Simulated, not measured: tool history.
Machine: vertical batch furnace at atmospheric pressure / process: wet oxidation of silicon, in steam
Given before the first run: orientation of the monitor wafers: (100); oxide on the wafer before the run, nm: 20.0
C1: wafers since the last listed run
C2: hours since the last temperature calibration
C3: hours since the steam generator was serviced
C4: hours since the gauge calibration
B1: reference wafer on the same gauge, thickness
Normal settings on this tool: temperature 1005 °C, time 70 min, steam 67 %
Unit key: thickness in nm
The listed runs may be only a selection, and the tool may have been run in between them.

{"run": 1, "day": 0.0, "temperature": 1015, "time": 70, "steam": 67, "C1": 0, "C2": 1390, "C3": 219.7, "C4": 1299.9, "B1": 357.02, "thickness": 398.15}
{"run": 2, "day": 3.7, "temperature": 1015, "time": 70, "steam": 67, "C1": 798, "C2": 1478.8, "C3": 308.5, "C4": 1388.7, "B1": 357.39, "thickness": 398.68}
{"run": 3, "day": 6.583, "temperature": 1015, "time": 70, "steam": 67, "C1": 622, "C2": 1548, "C3": 377.7, "C4": 1457.9, "B1": 356.78, "thickness": 398.3}
{"run": 4, "day": 10.458, "temperature": 1005, "time": 70, "steam": 67, "C1": 836, "C2": 1641, "C3": 470.7, "C4": 1550.9, "B1": 356.94, "thickness": 373.88}
{"run": 5, "day": 14.671, "temperature": 1005, "time": 70, "steam": 67, "C1": 909, "C2": 1742.1, "C3": 571.8, "C4": 1652, "B1": 357.34, "thickness": 374.79}
{"run": 6, "day": 16.775, "temperature": 1005, "time": 70, "steam": 67, "C1": 454, "C2": 1792.6, "C3": 622.3, "C4": 1702.5, "B1": 356.94, "thickness": 369.76}
{"run": 7, "day": 18.496, "temperature": 1005, "time": 70, "steam": 67, "C1": 371, "C2": 1833.9, "C3": 663.6, "C4": 1743.8, "B1": 357.02, "thickness": 372.66}
{"run": 8, "day": 21.6, "temperature": 1005, "time": 70, "steam": 67, "C1": 669, "C2": 1908.4, "C3": 738.1, "C4": 1818.3, "B1": 356.88, "thickness": 371.55}
{"run": 9, "day": 25.071, "temperature": 1005, "time": 70, "steam": 67, "C1": 748, "C2": 1991.7, "C3": 821.4, "C4": 1901.6, "B1": 357.28, "thickness": 374.09}
{"run": 10, "day": 26.662, "temperature": 1005, "time": 70, "steam": 67, "C1": 343, "C2": 2029.9, "C3": 859.6, "C4": 1939.8, "B1": 356.82, "thickness": 371.17}
{"run": 11, "day": 29.25, "temperature": 1005, "time": 70, "steam": 67, "C1": 558, "C2": 2092, "C3": 921.7, "C4": 2001.9, "B1": 357.01, "thickness": 373.84}
{"run": 12, "day": 31.471, "temperature": 1005, "time": 70, "steam": 67, "C1": 479, "C2": 2145.3, "C3": 975, "C4": 2055.2, "B1": 357.79, "thickness": 373.78}
{"run": 13, "day": 40.442, "temperature": 1005, "time": 70, "steam": 67, "C1": 1935, "C2": 2360.6, "C3": 1190.3, "C4": 2270.5, "B1": 356.9, "thickness": 373.13}
{"run": 14, "day": 44.479, "temperature": 1005, "time": 70, "steam": 67, "C1": 871, "C2": 2457.5, "C3": 1287.2, "C4": 2367.4, "B1": 356.75, "thickness": 372.67}
{"run": 15, "day": 50.083, "temperature": 1005, "time": 70, "steam": 67, "C1": 1209, "C2": 2592, "C3": 1421.7, "C4": 2501.9, "B1": 357.02, "thickness": 373.36}
{"run": 16, "day": 54.558, "temperature": 1005, "time": 58.5, "steam": 67, "C1": 965, "C2": 2699.4, "C3": 1529.1, "C4": 2609.3, "B1": 356.74, "thickness": 329.66}
{"run": 17, "day": 57.304, "temperature": 1005, "time": 70, "steam": 67, "C1": 592, "C2": 2765.3, "C3": 1595, "C4": 2675.2, "B1": 356.88, "thickness": 368.7}
{"run": 18, "day": 61.488, "temperature": 1005, "time": 70, "steam": 67, "C1": 902, "C2": 2865.7, "C3": 1695.4, "C4": 2775.6, "B1": 357.17, "thickness": 373.08}
{"day": 61.988, "done": "gauge calibrated"}
{"run": 19, "day": 63.554, "temperature": 1025, "time": 53, "steam": 71, "C1": 445, "C2": 2915.3, "C3": 1745, "C4": 37.6, "B1": 357.02, "thickness": 368.39}
{"run": 20, "day": 65.996, "temperature": 993, "time": 88.5, "steam": 67, "C1": 526, "C2": 2973.9, "C3": 1803.6, "C4": 96.2, "B1": 357.4, "thickness": 400.14}
{"run": 21, "day": 67.896, "temperature": 1005, "time": 102, "steam": 67, "C1": 409, "C2": 3019.5, "C3": 1849.2, "C4": 141.8, "B1": 356.85, "thickness": 478.25}
{"run": 22, "day": 70.288, "temperature": 989, "time": 97.5, "steam": 67, "C1": 516, "C2": 3076.9, "C3": 1906.6, "C4": 199.2, "B1": 357.33, "thickness": 417.61}
{"run": 23, "day": 74.442, "temperature": 1005, "time": 70, "steam": 67, "C1": 896, "C2": 3176.6, "C3": 2006.3, "C4": 298.9, "B1": 356.66, "thickness": 373.07}
{"run": 24, "day": 76.75, "temperature": 984, "time": 70, "steam": 58, "C1": 498, "C2": 3232, "C3": 2061.7, "C4": 354.3, "B1": 357.34, "thickness": 289.61}
{"run": 25, "day": 79.796, "temperature": 1024, "time": 56.5, "steam": 76, "C1": 657, "C2": 3305.1, "C3": 2134.8, "C4": 427.4, "B1": 357.15, "thickness": 401.19}
{"run": 26, "day": 84.008, "temperature": 1005, "time": 70, "steam": 67, "C1": 909, "C2": 3406.2, "C3": 2235.9, "C4": 528.5, "B1": 357.23, "thickness": 373.59}
{"run": 27, "day": 87.375, "temperature": 986, "time": 70, "steam": 78, "C1": 726, "C2": 3487, "C3": 2316.7, "C4": 609.3, "B1": 356.66, "thickness": 357.83}
{"run": 28, "day": 89.833, "temperature": 998, "time": 61, "steam": 72, "C1": 530, "C2": 3546, "C3": 2375.7, "C4": 668.3, "B1": 356.77, "thickness": 341.38}
{"run": 29, "day": 93.554, "temperature": 982, "time": 42, "steam": 78, "C1": 802, "C2": 3635.3, "C3": 2465, "C4": 757.6, "B1": 357.17, "thickness": 243.2}
{"run": 30, "day": 97.175, "temperature": 1022, "time": 92.5, "steam": 64, "C1": 781, "C2": 3722.2, "C3": 2551.9, "C4": 844.5, "B1": 356.7, "thickness": 478.08}
{"run": 31, "day": 101.638, "temperature": 1016, "time": 43.5, "steam": 76, "C1": 962, "C2": 3829.3, "C3": 2659, "C4": 951.6, "B1": 357.37, "thickness": 318.36}
{"day": 103.462, "done": "steam generator serviced"}
{"day": 103.775, "done": "thermocouples replaced and temperature profile calibrated"}
{"run": 32, "day": 104.733, "temperature": 1005, "time": 70, "steam": 67, "C1": 385, "C2": 23, "C3": 30.5, "C4": 1025.9, "B1": 357.28, "thickness": 370.36}
{"run": 33, "day": 107.383, "temperature": 1029, "time": 82, "steam": 67, "C1": 571, "C2": 86.6, "C3": 94.1, "C4": 1089.5, "B1": 357.24, "thickness": 478.25}
{"run": 34, "day": 110.288, "temperature": 1005, "time": 70, "steam": 67, "C1": 626, "C2": 156.3, "C3": 163.8, "C4": 1159.2, "B1": 356.72, "thickness": 374.68}
{"run": 35, "day": 114.612, "temperature": 1005, "time": 70, "steam": 67, "C1": 933, "C2": 260.1, "C3": 267.6, "C4": 1263, "B1": 356.85, "thickness": 372.48}
{"run": 36, "day": 118.938, "temperature": 1005, "time": 81, "steam": 74, "C1": 933, "C2": 363.9, "C3": 371.4, "C4": 1366.8, "B1": 357.31, "thickness": 438.49}
{"run": 37, "day": 131.258, "temperature": 1005, "time": 70, "steam": 67, "C1": 2658, "C2": 659.6, "C3": 667.1, "C4": 1662.5, "B1": 357.12, "thickness": 371.46}
{"run": 38, "day": 134.188, "temperature": 1005, "time": 70, "steam": 63, "C1": 632, "C2": 729.9, "C3": 737.4, "C4": 1732.8, "B1": 357.08, "thickness": 356.6}
{"run": 39, "day": 138.004, "temperature": 991, "time": 70, "steam": 61, "C1": 823, "C2": 821.5, "C3": 829, "C4": 1824.4, "B1": 357.32, "thickness": 314.48}

Describe how what the log doesn't record of the tool's condition differs between the last listed run preceding each entry between runs and the first listed run following it.
Runs 18 to 19: gauge calibrated (day 61.988)
  nothing in the hidden state changes from one run to the other
Runs 31 to 32: steam generator serviced (day 103.462); thermocouples replaced and temperature profile calibrated (day 103.775)
  nothing in the hidden state changes from one run to the other
